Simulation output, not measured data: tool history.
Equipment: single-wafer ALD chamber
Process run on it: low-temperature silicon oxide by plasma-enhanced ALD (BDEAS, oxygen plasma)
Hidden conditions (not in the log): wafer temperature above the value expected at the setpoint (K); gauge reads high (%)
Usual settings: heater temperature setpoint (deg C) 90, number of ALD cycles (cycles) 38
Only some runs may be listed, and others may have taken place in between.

run,hour,heater temperature setpoint (deg C),number of ALD cycles (cycles),wafers since the last listed run,hours since the last thermocouple change,hours since the gauge calibration,"read-back reference wafer on the same gauge, thickness_nm",mean film thickness on the monitor wafer (angstrom)
1,0,102,38,0,183.6,579.2,6.215,52.04
2,56.5,102,38,457,240.1,635.7,6.224,50.95
3,128.3,102,38,581,311.9,707.5,6.224,51.49
4,178.4,90,33,405,362,757.6,6.237,46.49
5,223.6,90,33,365,407.2,802.8,6.219,46.62
6,286.4,90,33,508,470,865.6,6.231,46.56
7,326,81,40,320,509.6,905.2,6.224,58.53
8,358.7,81,40,264,542.3,937.9,6.226,58.28
9,397.4,90,38,313,581,976.6,6.226,54.06
10,454.8,90,38,464,638.4,1034,6.225,53.31
11,594.4,77,35,1130,778,1173.6,6.239,52.31
12,640.7,101,34,374,824.3,1219.9,6.234,46.21
# hour 695.8: gauge calibrated
13,705.2,90,42,522,888.8,9.4,6.223,59.36
14,775.2,90,38,566,958.8,79.4,6.223,53.41
15,807.9,78,38,264,991.5,112.1,6.237,56.17
16,860.3,102,44,424,1043.9,164.5,6.225,60.54
# hour 887.9: thermocouple changed; heater temperature recalibrated
17,894,98,34,208,6.1,198.2,6.223,46.38
18,926.3,99,42,261,38.4,230.5,6.234,57.72
19,987.8,96,35,497,99.9,292,6.236,48.14
20,1045.3,90,38,465,157.4,349.5,6.237,53.7
21,1111.2,90,38,533,223.3,415.4,6.227,53.72

Below are 5 alternative next runs, each starting from the tool's condition after run 21. Predict each:
A,1111.7,90,38,4,223.8,415.9,?,?
B,1111.7,104,42,4,223.8,415.9,?,?
C,1111.7,90,43,4,223.8,415.9,?,?
D,1111.7,94,33,4,223.8,415.9,?,?
E,1111.7,99,40,4,223.8,415.9,?,?

run,"read-back reference wafer on the same gauge, thickness_nm",mean film thickness on the monitor wafer (angstrom)
A,6.23,53.72
B,6.23,56.83
C,6.23,60.78
D,6.23,45.97
E,6.23,54.7
With no hidden state in the tool, these same runs would have given:
run,mean film thickness on the monitor wafer (angstrom)
A,53.72
B,56.83
C,60.78
D,45.97
E,54.7

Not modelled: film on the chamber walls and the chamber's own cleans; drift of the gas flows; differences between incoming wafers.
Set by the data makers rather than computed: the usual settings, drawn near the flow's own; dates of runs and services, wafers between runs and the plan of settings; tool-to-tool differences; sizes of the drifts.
